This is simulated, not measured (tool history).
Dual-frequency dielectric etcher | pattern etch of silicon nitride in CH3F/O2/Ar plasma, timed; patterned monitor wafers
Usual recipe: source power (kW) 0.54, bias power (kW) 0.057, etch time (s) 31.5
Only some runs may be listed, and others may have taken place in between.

run	day	source power (kW)	bias power (kW)	etch time (s)	read-back reference wafer on the same gauge, depth_nm	mean etch depth across the wafer (nm)
1	0	0.54	0.057	31.5	21.8	24.73
2	0.654	0.54	0.057	31.5	21.81	24.76
# day 1.462: bias power generator calibrated
3	2.554	0.54	0.057	31.5	21.81	24.69
4	3.538	0.54	0.061	35	21.79	27.84
5	4.242	0.61	0.057	31.5	21.79	25.55
# day 5.05: gauge calibrated
6	5.071	0.61	0.057	31.5	21.78	25.62
7	5.967	0.54	0.048	35	21.79	26.2
8	6.467	0.41	0.065	41	21.8	30.14
9	7.058	0.54	0.057	31.5	21.78	24.5
# day 7.296: source power generator calibrated
10	8.208	0.6	0.05	25	21.81	19.58
11	9.142	0.47	0.053	23.5	21.81	17.07
12	10.121	0.4	0.057	31.5	21.78	22.09
13	10.862	0.54	0.057	31.5	21.81	24.49
14	11.921	0.41	0.066	31.5	21.8	23.05
# day 13.538: wet clean of the chamber
15	13.558	0.54	0.057	26.5	21.8	21.08
16	14.15	0.4	0.057	31.5	21.8	22.56
17	15.346	0.54	0.057	31.5	21.82	24.97
18	16.183	0.67	0.057	27	21.82	23.05
19	17.308	0.65	0.064	28	21.81	24.21
20	17.942	0.68	0.053	40	21.8	33.7
21	18.933	0.59	0.057	31.5	21.79	25.56
22	19.95	0.54	0.057	35	21.8	27.58
23	21.029	0.54	0.057	31.5	21.8	24.71
24	22.088	0.54	0.057	31.5	21.82	24.76
25	23.471	0.54	0.057	31.5	21.79	24.65

Run 26 has not been measured yet. What should we expect?
26	24.908	0.45	0.065	25	?	?

read-back reference wafer on the same gauge, depth_nm: 21.8
mean etch depth across the wafer (nm): 19.07
Were there no unlogged condition in the tool, this run, its random variation unchanged, would have produced mean etch depth across the wafer (nm) 19.36.

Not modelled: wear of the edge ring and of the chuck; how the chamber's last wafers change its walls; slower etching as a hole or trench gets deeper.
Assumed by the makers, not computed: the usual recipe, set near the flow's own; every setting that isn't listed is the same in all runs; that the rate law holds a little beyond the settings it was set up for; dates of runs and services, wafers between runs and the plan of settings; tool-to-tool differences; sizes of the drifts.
